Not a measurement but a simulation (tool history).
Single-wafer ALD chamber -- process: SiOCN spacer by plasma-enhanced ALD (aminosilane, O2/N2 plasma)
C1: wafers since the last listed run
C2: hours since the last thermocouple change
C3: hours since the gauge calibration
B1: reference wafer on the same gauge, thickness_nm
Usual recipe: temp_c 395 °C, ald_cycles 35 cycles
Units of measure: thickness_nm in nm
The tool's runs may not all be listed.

run 1 day=0 | temp_c=395 ald_cycles=35 | C1=0 C2=1439 C3=505.2 | B1=1.857 | thickness_nm=2.222
run 2 day=1.871 | temp_c=401 ald_cycles=35 | C1=410 C2=1483.9 C3=550.1 | B1=1.859 | thickness_nm=2.215
run 3 day=9.65 | temp_c=401 ald_cycles=35 | C1=1706 C2=1670.6 C3=736.8 | B1=1.864 | thickness_nm=2.211
run 4 day=11.271 | temp_c=402 ald_cycles=35 | C1=355 C2=1709.5 C3=775.7 | B1=1.866 | thickness_nm=2.204
run 5 day=15.608 | temp_c=386 ald_cycles=35 | C1=951 C2=1813.6 C3=879.8 | B1=1.867 | thickness_nm=2.229
run 6 day=19.462 | temp_c=386 ald_cycles=35 | C1=845 C2=1906.1 C3=972.3 | B1=1.87 | thickness_nm=2.229
run 7 day=23.367 | temp_c=395 ald_cycles=35 | C1=856 C2=1999.8 C3=1066 | B1=1.87 | thickness_nm=2.229
run 8 day=25.579 | temp_c=395 ald_cycles=35 | C1=485 C2=2052.9 C3=1119.1 | B1=1.871 | thickness_nm=2.226
run 9 day=28.675 | temp_c=395 ald_cycles=35 | C1=679 C2=2127.2 C3=1193.4 | B1=1.873 | thickness_nm=2.236
run 10 day=31.567 | temp_c=395 ald_cycles=35 | C1=634 C2=2196.6 C3=1262.8 | B1=1.873 | thickness_nm=2.238
run 11 day=35.354 | temp_c=395 ald_cycles=35 | C1=830 C2=2287.5 C3=1353.7 | B1=1.875 | thickness_nm=2.24
run 12 day=39.054 | temp_c=395 ald_cycles=35 | C1=811 C2=2376.3 C3=1442.5 | B1=1.875 | thickness_nm=2.245
run 13 day=41.471 | temp_c=395 ald_cycles=35 | C1=530 C2=2434.3 C3=1500.5 | B1=1.876 | thickness_nm=2.24
run 14 day=45.929 | temp_c=395 ald_cycles=35 | C1=978 C2=2541.3 C3=1607.5 | B1=1.876 | thickness_nm=2.243
-- day=50.508 thermocouple changed; heater temperature recalibrated
run 15 day=50.529 | temp_c=395 ald_cycles=35 | C1=935 C2=0.5 C3=1717.9 | B1=1.877 | thickness_nm=2.254
run 16 day=54.221 | temp_c=395 ald_cycles=35 | C1=809 C2=89.1 C3=1806.5 | B1=1.878 | thickness_nm=2.246
run 17 day=55.842 | temp_c=395 ald_cycles=33 | C1=355 C2=128 C3=1845.4 | B1=1.878 | thickness_nm=2.116
run 18 day=60.158 | temp_c=395 ald_cycles=33 | C1=946 C2=231.6 C3=1949 | B1=1.878 | thickness_nm=2.121
run 19 day=61.808 | temp_c=395 ald_cycles=33 | C1=361 C2=271.2 C3=1988.6 | B1=1.879 | thickness_nm=2.123
run 20 day=65.612 | temp_c=395 ald_cycles=35 | C1=834 C2=362.5 C3=2079.9 | B1=1.879 | thickness_nm=2.246
run 21 day=68.9 | temp_c=408 ald_cycles=31 | C1=721 C2=441.4 C3=2158.8 | B1=1.878 | thickness_nm=1.934
run 22 day=72.396 | temp_c=390 ald_cycles=32 | C1=766 C2=525.3 C3=2242.7 | B1=1.88 | thickness_nm=2.057
run 23 day=75.908 | temp_c=395 ald_cycles=35 | C1=770 C2=609.6 C3=2327 | B1=1.88 | thickness_nm=2.245
run 24 day=78.392 | temp_c=399 ald_cycles=39 | C1=544 C2=669.2 C3=2386.6 | B1=1.881 | thickness_nm=2.5
run 25 day=85.188 | temp_c=407 ald_cycles=38 | C1=1490 C2=832.3 C3=2549.7 | B1=1.88 | thickness_nm=2.371
-- day=90.004 gauge calibrated
run 26 day=96.592 | temp_c=405 ald_cycles=38 | C1=2501 C2=1106 C3=158.1 | B1=1.858 | thickness_nm=2.364
run 27 day=99.271 | temp_c=395 ald_cycles=35 | C1=587 C2=1170.3 C3=222.4 | B1=1.859 | thickness_nm=2.216
run 28 day=101.358 | temp_c=385 ald_cycles=31 | C1=457 C2=1220.4 C3=272.5 | B1=1.861 | thickness_nm=1.965
run 29 day=104.204 | temp_c=395 ald_cycles=35 | C1=624 C2=1288.7 C3=340.8 | B1=1.865 | thickness_nm=2.228
run 30 day=107.867 | temp_c=408 ald_cycles=40 | C1=803 C2=1376.6 C3=428.7 | B1=1.867 | thickness_nm=2.48
run 31 day=111.554 | temp_c=388 ald_cycles=37 | C1=808 C2=1465.1 C3=517.2 | B1=1.87 | thickness_nm=2.375
run 32 day=116.017 | temp_c=381 ald_cycles=35 | C1=978 C2=1572.2 C3=624.3 | B1=1.873 | thickness_nm=2.245
run 33 day=117.625 | temp_c=395 ald_cycles=35 | C1=352 C2=1610.8 C3=662.9 | B1=1.874 | thickness_nm=2.234
run 34 day=119.138 | temp_c=391 ald_cycles=35 | C1=331 C2=1647.1 C3=699.2 | B1=1.876 | thickness_nm=2.243
run 35 day=122.592 | temp_c=406 ald_cycles=28 | C1=757 C2=1730 C3=782.1 | B1=1.878 | thickness_nm=1.755
run 36 day=136.075 | temp_c=395 ald_cycles=42 | C1=2957 C2=2053.6 C3=1105.7 | B1=1.883 | thickness_nm=2.704
run 37 day=138.688 | temp_c=395 ald_cycles=39 | C1=573 C2=2116.3 C3=1168.4 | B1=1.883 | thickness_nm=2.504
run 38 day=142.621 | temp_c=395 ald_cycles=35 | C1=862 C2=2210.7 C3=1262.8 | B1=1.884 | thickness_nm=2.257
run 39 day=144.592 | temp_c=395 ald_cycles=35 | C1=432 C2=2258 C3=1310.1 | B1=1.885 | thickness_nm=2.262
run 40 day=147.033 | temp_c=395 ald_cycles=35 | C1=535 C2=2316.6 C3=1368.7 | B1=1.886 | thickness_nm=2.256
run 41 day=150.229 | temp_c=395 ald_cycles=38 | C1=701 C2=2393.3 C3=1445.4 | B1=1.888 | thickness_nm=2.446

Alternative continuations, all from the tool just after run 41; predict every row:
run A day=150.25 | temp_c=409 ald_cycles=35 | C1=4 C2=2393.8 C3=1445.9 | B1=? | thickness_nm=?
run B day=150.25 | temp_c=388 ald_cycles=29 | C1=4 C2=2393.8 C3=1445.9 | B1=? | thickness_nm=?
run C day=150.25 | temp_c=390 ald_cycles=42 | C1=4 C2=2393.8 C3=1445.9 | B1=? | thickness_nm=?

run=A B1=1.887 thickness_nm=2.172
run=B B1=1.887 thickness_nm=1.861
run=C B1=1.887 thickness_nm=2.695
Take away the tool's hidden state, keep each run's random variation, and the runs would have read:
run=A thickness_nm=2.118
run=B thickness_nm=1.815
run=C thickness_nm=2.628
